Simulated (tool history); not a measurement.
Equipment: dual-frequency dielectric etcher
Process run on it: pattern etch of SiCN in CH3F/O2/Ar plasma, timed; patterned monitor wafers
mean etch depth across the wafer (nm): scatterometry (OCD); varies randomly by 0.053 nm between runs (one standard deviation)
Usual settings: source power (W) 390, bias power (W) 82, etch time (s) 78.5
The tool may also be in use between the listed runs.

run,hour,source power (W),bias power (W),etch time (s),"read-back reference wafer on the same gauge, depth_nm",mean etch depth across the wafer (nm)
1,0,390,82,78.5,34.21,30.61
# hour 11.3: wet clean of the chamber
2,70,390,82,78.5,34.2,31.06
3,317.7,390,82,78.5,34.19,30.79
4,379.1,390,82,78.5,34.17,30.88
5,419,390,82,78.5,34.2,30.78
# hour 457.1: gauge calibrated
6,483.1,390,82,78.5,34.21,30.8
7,544.3,390,82,78.5,34.22,30.69
# hour 609.7: bias power generator calibrated
# hour 617.1: wet clean of the chamber
8,617.6,390,82,87,34.21,34.59
# hour 640.5: source power generator calibrated
9,643.6,390,82,87,34.2,33.9
10,698,310,93,78.5,34.2,30.08
11,738.7,310,93,78.5,34.2,29.98
12,791.2,390,70,78.5,34.2,28.72
# hour 854.2: upper electrode replaced
13,879.6,420,82,89,34.22,35.32
14,927.1,310,93,78.5,34.19,29.86
15,1014.3,310,82,78.5,34.19,28.35
16,1056.8,390,82,78.5,34.19,30.21
17,1161.7,390,68,94.5,34.18,33.75
# hour 1256.9: wet clean of the chamber
18,1257.4,390,82,88,34.19,34.64
19,1336.7,460,64,95,34.2,35.71
20,1393.4,390,82,78.5,34.19,30.68
21,1438.5,470,82,78.5,34.19,32.48
22,1494.6,390,65,96.5,34.23,34.53

Below are 4 alternative next runs, each starting from the tool's condition after run 22. Predict each:
A,1495,390,82,78.5,?,?
B,1495,390,64,66.5,?,?
C,1495,360,94,65,?,?
D,1495,460,88,102,?,?

run,"read-back reference wafer on the same gauge, depth_nm",mean etch depth across the wafer (nm)
A,34.2,30.65
B,34.2,23.65
C,34.2,26.13
D,34.2,43.02
Without the tool's hidden state the same runs would have given:
run,mean etch depth across the wafer (nm)
A,30.75
B,23.73
C,26.22
D,43.16
